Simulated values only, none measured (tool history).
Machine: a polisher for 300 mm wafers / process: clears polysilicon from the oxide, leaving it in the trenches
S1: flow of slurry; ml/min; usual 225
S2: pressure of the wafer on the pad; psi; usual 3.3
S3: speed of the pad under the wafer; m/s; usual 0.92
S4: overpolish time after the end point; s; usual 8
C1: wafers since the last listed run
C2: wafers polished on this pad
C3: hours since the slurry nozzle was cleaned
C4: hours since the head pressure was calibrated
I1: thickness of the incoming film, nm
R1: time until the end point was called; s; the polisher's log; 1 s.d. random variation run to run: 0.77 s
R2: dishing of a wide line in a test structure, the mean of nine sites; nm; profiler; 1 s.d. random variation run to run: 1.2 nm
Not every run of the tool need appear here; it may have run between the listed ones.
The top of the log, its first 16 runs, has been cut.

run	hour	S1	S2	S3	S4	C1	C2	C3	C4	I1	R1	R2
# hour 469.2: worn pad replaced by a new one
17	477.0	225	3.6	0.92	8	572	52	284.6	95.3	635.1	36.2	60.1
18	502.1	280	3.3	0.62	6	167	219	309.7	120.4	646.5	50.3	46.4
19	527.3	185	3.3	0.92	8	168	387	334.9	145.6	652.9	41.3	56.7
20	541.1	225	3.3	0.92	8	92	479	348.7	159.4	649.4	40.1	59.7
21	572.9	225	3.3	0.92	8	212	691	380.5	191.2	646.4	40.6	59.8
# hour 577.1: slurry nozzle cleaned
22	597.7	225	3.3	0.92	8	158	850	20.6	216.0	648.7	41.1	60.4
23	611.9	225	3.3	0.80	10	94	945	34.8	230.2	639.3	43.3	62.2
24	639.1	225	3.3	0.92	8	181	1126	62.0	257.4	640.9	38.1	56.6
# hour 663.0: worn pad replaced by a new one
25	673.4	200	3.3	0.92	8	202	69	96.3	291.7	648.6	40.4	57.7
26	705.7	225	3.3	0.68	8	215	285	128.6	324.0	639.6	47.6	53.5
27	736.1	225	4.3	0.92	5	202	487	159.0	354.4	632.5	29.5	56.0
28	750.0	225	3.6	0.92	4	92	580	172.9	368.3	634.5	35.7	43.0
29	775.2	225	4.2	1.18	8	168	748	198.1	393.5	641.8	26.0	66.3
30	808.6	225	3.3	0.92	8	222	971	231.5	426.9	642.2	39.2	59.3
31	833.2	225	3.3	0.92	8	164	1135	256.1	451.5	628.9	38.8	58.9
# hour 843.0: worn pad replaced by a new one
32	856.0	225	3.3	0.92	3	125	86	278.9	474.3	633.5	38.8	34.2
33	886.3	225	3.3	0.92	8	202	288	309.2	504.6	643.0	40.9	59.2
34	906.4	225	2.7	1.10	8	134	422	329.3	524.7	641.7	42.0	56.9

4 options for the next run, each taken on its own from the tool as it stands now. Forecast them:
A	906.8	225	3.3	0.92	13	2	425	329.7	525.1	635.6	?	?
B	906.8	205	3.3	1.20	8	2	425	329.7	525.1	635.6	?	?
C	906.8	280	3.3	0.92	12	2	425	329.7	525.1	635.6	?	?
D	906.8	225	3.3	1.06	8	2	425	329.7	525.1	635.6	?	?

run	R1	R2
A	39.5	67.9
B	32.7	63.1
C	38.5	67.2
D	35.5	61.5
With no hidden state in the tool, these same runs would have given:
run	R1	R2
A	39.5	67.9
B	32.7	63.1
C	38.5	67.2
D	35.5	61.5
